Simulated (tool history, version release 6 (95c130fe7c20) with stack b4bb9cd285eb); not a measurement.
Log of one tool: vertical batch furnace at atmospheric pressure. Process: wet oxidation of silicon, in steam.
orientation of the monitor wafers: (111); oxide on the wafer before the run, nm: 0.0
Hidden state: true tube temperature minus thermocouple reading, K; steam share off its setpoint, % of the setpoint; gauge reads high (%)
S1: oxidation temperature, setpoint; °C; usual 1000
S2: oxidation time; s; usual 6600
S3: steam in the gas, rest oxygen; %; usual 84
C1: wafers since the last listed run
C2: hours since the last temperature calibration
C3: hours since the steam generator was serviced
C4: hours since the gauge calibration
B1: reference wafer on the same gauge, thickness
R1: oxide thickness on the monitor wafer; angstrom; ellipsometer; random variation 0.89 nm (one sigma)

run	hour	S1	S2	S3	C1	C2	C3	C4	B1	R1
1	0	1000	6600	84	0	2373.9	3581.3	53.8	649.66	5946.6
2	15.1	1000	6600	84	161	2389	3596.4	68.9	650.29	5936.6
3	31.3	1000	6600	84	172	2405.2	3612.6	85.1	649.94	5935.4
4	40.4	1000	6600	84	97	2414.3	3621.7	94.2	649.78	5928.3
# hour 74.8: thermocouples replaced and temperature profile calibrated
# hour 91.1: steam generator serviced
5	91.6	1000	6600	84	116	16.8	0.5	145.4	649.91	5929.1
6	97	1000	6600	84	57	22.2	5.9	150.8	650.07	5938.1
7	102.5	1000	6600	84	58	27.7	11.4	156.3	649.56	5938.4
# hour 105.9: gauge calibrated
8	108	1000	8970	84	58	33.2	16.9	2.1	649.95	7117.3
9	123.1	1000	6600	84	161	48.3	32	17.2	649.74	5944
10	132.9	1021	4350	91	104	58.1	41.8	27	649.91	5391.4
11	147	1016	8820	73	150	72.2	55.9	41.1	649.57	6974
12	186.9	986	5700	88	425	112.1	95.8	81	650.57	5186.7
13	209.7	1000	4260	91	243	134.9	118.6	103.8	649.85	4798.4
14	227	982	6600	84	184	152.2	135.9	121.1	650.19	5399.2
# hour 246.1: gauge calibrated
15	249.4	1000	6600	84	239	174.6	158.3	3.3	649.76	5944.8

The tool's hidden state at each run:
true tube temperature minus thermocouple reading, K: 0 in every run
steam share off its setpoint, % of the setpoint: 0 in every run
gauge reads high (%): 0 in every run

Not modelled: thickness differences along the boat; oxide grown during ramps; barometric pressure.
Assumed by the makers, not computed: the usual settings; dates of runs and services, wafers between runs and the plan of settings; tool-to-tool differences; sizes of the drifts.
